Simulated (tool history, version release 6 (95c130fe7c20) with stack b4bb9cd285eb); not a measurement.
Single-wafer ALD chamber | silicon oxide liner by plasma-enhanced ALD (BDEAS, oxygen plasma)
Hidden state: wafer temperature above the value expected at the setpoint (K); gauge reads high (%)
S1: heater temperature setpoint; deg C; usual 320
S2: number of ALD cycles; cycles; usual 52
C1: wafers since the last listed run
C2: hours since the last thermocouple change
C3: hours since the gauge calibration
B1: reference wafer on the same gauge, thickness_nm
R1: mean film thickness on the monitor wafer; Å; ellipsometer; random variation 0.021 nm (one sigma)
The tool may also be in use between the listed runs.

run	hour	S1	S2	C1	C2	C3	B1	R1
1	0	320	52	0	2631.5	97.5	5.132	50.86
2	7.9	320	52	42	2639.4	105.4	5.125	51.23
3	23.3	320	52	83	2654.8	120.8	5.132	50.66
4	34	320	52	57	2665.5	131.5	5.13	50.89
5	41.1	320	52	38	2672.6	138.6	5.131	50.83
6	53.8	311	52	68	2685.3	151.3	5.132	51.11
7	62.8	320	52	48	2694.3	160.3	5.131	50.9
8	90.3	320	52	148	2721.8	187.8	5.132	50.85
9	104.9	330	52	79	2736.4	202.4	5.133	50.4
10	111.3	331	52	34	2742.8	208.8	5.128	50.17
11	119.4	331	52	43	2750.9	216.9	5.13	50.47
12	135.8	333	42	88	2767.3	233.3	5.131	40.49
13	151.9	320	52	87	2783.4	249.4	5.131	50.97
# hour 159.7: gauge calibrated
14	168.6	320	52	90	2800.1	8.9	5.129	51.06

The next listed run, before its measurement:
15	201.2	329	55	176	2832.7	41.5	?	?

B1: 5.127
R1: 53.01 Å
Without the tool's hidden state the same run would have given R1 53.01 Å.
